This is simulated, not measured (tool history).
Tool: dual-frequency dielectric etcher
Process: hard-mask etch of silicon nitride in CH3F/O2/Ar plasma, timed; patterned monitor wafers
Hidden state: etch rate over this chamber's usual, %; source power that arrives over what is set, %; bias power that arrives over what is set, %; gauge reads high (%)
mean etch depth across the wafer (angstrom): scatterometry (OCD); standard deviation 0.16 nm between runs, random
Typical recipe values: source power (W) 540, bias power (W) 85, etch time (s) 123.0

| run | hour | source power (W) | bias power (W) | etch time (s) | wafers since the last listed run | hours since the last wet clean | hours since the last source power generator calibration | hours since the last bias power generator calibration | hours since the last upper electrode change | hours since the gauge calibration | read-back reference wafer on the same gauge, depth_nm | mean etch depth across the wafer (angstrom) |
|---|---|---|---|---|---|---|---|---|---|---|---|---|
| 1 | 0.0 | 540 | 85 | 123.0 | 0 | 241.1 | 2843.2 | 1861.1 | 4982.5 | 386.1 | 96.0 | 1078 |
| 2 | 18.7 | 540 | 85 | 123.0 | 240 | 259.8 | 2861.9 | 1879.8 | 5001.2 | 404.8 | 96.0 | 1081 |
| 3 | 37.9 | 540 | 85 | 123.0 | 247 | 279.0 | 2881.1 | 1899.0 | 5020.4 | 424.0 | 96.0 | 1078 |
| 4 | 68.4 | 540 | 85 | 123.0 | 392 | 309.5 | 2911.6 | 1929.5 | 5050.9 | 454.5 | 96.0 | 1078 |
| 5 | 100.5 | 540 | 77 | 123.0 | 413 | 341.6 | 2943.7 | 1961.6 | 5083.0 | 486.6 | 96.0 | 1053 |
| 6 | 121.3 | 540 | 77 | 123.0 | 267 | 362.4 | 2964.5 | 1982.4 | 5103.8 | 507.4 | 96.0 | 1052 |
| 7 | 148.6 | 540 | 77 | 123.0 | 351 | 389.7 | 2991.8 | 2009.7 | 5131.1 | 534.7 | 96.1 | 1051 |
| 8 | 181.8 | 540 | 73 | 123.0 | 427 | 422.9 | 3025.0 | 2042.9 | 5164.3 | 567.9 | 96.0 | 1036 |
| 9 | 210.1 | 540 | 85 | 123.0 | 364 | 451.2 | 3053.3 | 2071.2 | 5192.6 | 596.2 | 96.0 | 1076 |
| 10 | 224.3 | 500 | 101 | 123.0 | 182 | 465.4 | 3067.5 | 2085.4 | 5206.8 | 610.4 | 96.0 | 1096 |
| 11 | 240.3 | 500 | 101 | 123.0 | 205 | 481.4 | 3083.5 | 2101.4 | 5222.8 | 626.4 | 96.0 | 1096 |
| 12 | 265.3 | 630 | 85 | 123.0 | 321 | 506.4 | 3108.5 | 2126.4 | 5247.8 | 651.4 | 96.0 | 1132 |
| 13 | 288.8 | 540 | 85 | 139.0 | 302 | 529.9 | 3132.0 | 2149.9 | 5271.3 | 674.9 | 95.9 | 1214 |
| 14 | 313.5 | 480 | 94 | 123.0 | 317 | 554.6 | 3156.7 | 2174.6 | 5296.0 | 699.6 | 96.0 | 1063 |
| 15 | 340.3 | 540 | 85 | 144.5 | 345 | 581.4 | 3183.5 | 2201.4 | 5322.8 | 726.4 | 96.0 | 1265 |
| 16 | 358.5 | 650 | 85 | 94.0 | 234 | 599.6 | 3201.7 | 2219.6 | 5341.0 | 744.6 | 96.0 | 872 |
|  | 368.7 | gauge calibrated |
| 17 | 428.2 | 660 | 85 | 123.0 | 897 | 669.3 | 3271.4 | 2289.3 | 5410.7 | 59.5 | 96.0 | 1142 |
|  | 451.4 | bias power generator calibrated |
|  | 453.3 | wet clean of the chamber |
|  | 456.2 | upper electrode replaced |
| 18 | 456.7 | 540 | 101 | 123.0 | 254 | 3.4 | 3299.9 | 5.3 | 0.5 | 88.0 | 95.9 | 1131 |
| 19 | 469.6 | 540 | 85 | 123.0 | 166 | 16.3 | 3312.8 | 18.2 | 13.4 | 100.9 | 96.0 | 1079 |
|  | 478.1 | source power generator calibrated |
| 20 | 494.1 | 540 | 74 | 123.0 | 263 | 40.8 | 16.0 | 42.7 | 37.9 | 125.4 | 96.0 | 1046 |
| 21 | 512.3 | 540 | 85 | 123.0 | 234 | 59.0 | 34.2 | 60.9 | 56.1 | 143.6 | 96.0 | 1081 |
| 22 | 532.4 | 540 | 69 | 123.0 | 258 | 79.1 | 54.3 | 81.0 | 76.2 | 163.7 | 96.0 | 1030 |
| 23 | 563.1 | 410 | 93 | 160.0 | 395 | 109.8 | 85.0 | 111.7 | 106.9 | 194.4 | 96.0 | 1320 |
| 24 | 587.8 | 630 | 64 | 97.5 | 317 | 134.5 | 109.7 | 136.4 | 131.6 | 219.1 | 96.0 | 840 |
| 25 | 603.6 | 600 | 68 | 123.0 | 203 | 150.3 | 125.5 | 152.2 | 147.4 | 234.9 | 96.0 | 1058 |
| 26 | 628.5 | 630 | 74 | 133.5 | 320 | 175.2 | 150.4 | 177.1 | 172.3 | 259.8 | 96.0 | 1186 |
| 27 | 645.6 | 540 | 85 | 99.0 | 220 | 192.3 | 167.5 | 194.2 | 189.4 | 276.9 | 96.0 | 869 |

Here are 5 independent what-if runs from the current tool condition. What would each one return?
| A | 646.1 | 540 | 85 | 123.0 | 6 | 192.8 | 168.0 | 194.7 | 189.9 | 277.4 | ? | ? |
| B | 646.1 | 630 | 85 | 156.5 | 6 | 192.8 | 168.0 | 194.7 | 189.9 | 277.4 | ? | ? |
| C | 646.1 | 580 | 85 | 149.0 | 6 | 192.8 | 168.0 | 194.7 | 189.9 | 277.4 | ? | ? |
| D | 646.1 | 430 | 85 | 123.0 | 6 | 192.8 | 168.0 | 194.7 | 189.9 | 277.4 | ? | ? |
| E | 646.1 | 590 | 65 | 90.5 | 6 | 192.8 | 168.0 | 194.7 | 189.9 | 277.4 | ? | ? |

| run | read-back reference wafer on the same gauge, depth_nm | mean etch depth across the wafer (angstrom) |
|---|---|---|
| A | 96.1 | 1076 |
| B | 96.1 | 1439 |
| C | 96.1 | 1334 |
| D | 96.1 | 1003 |
| E | 96.1 | 765 |
With no hidden state in the tool, these same runs would have given:
| run | mean etch depth across the wafer (angstrom) |
|---|---|
| A | 1080 |
| B | 1444 |
| C | 1338 |
| D | 1007 |
| E | 768 |
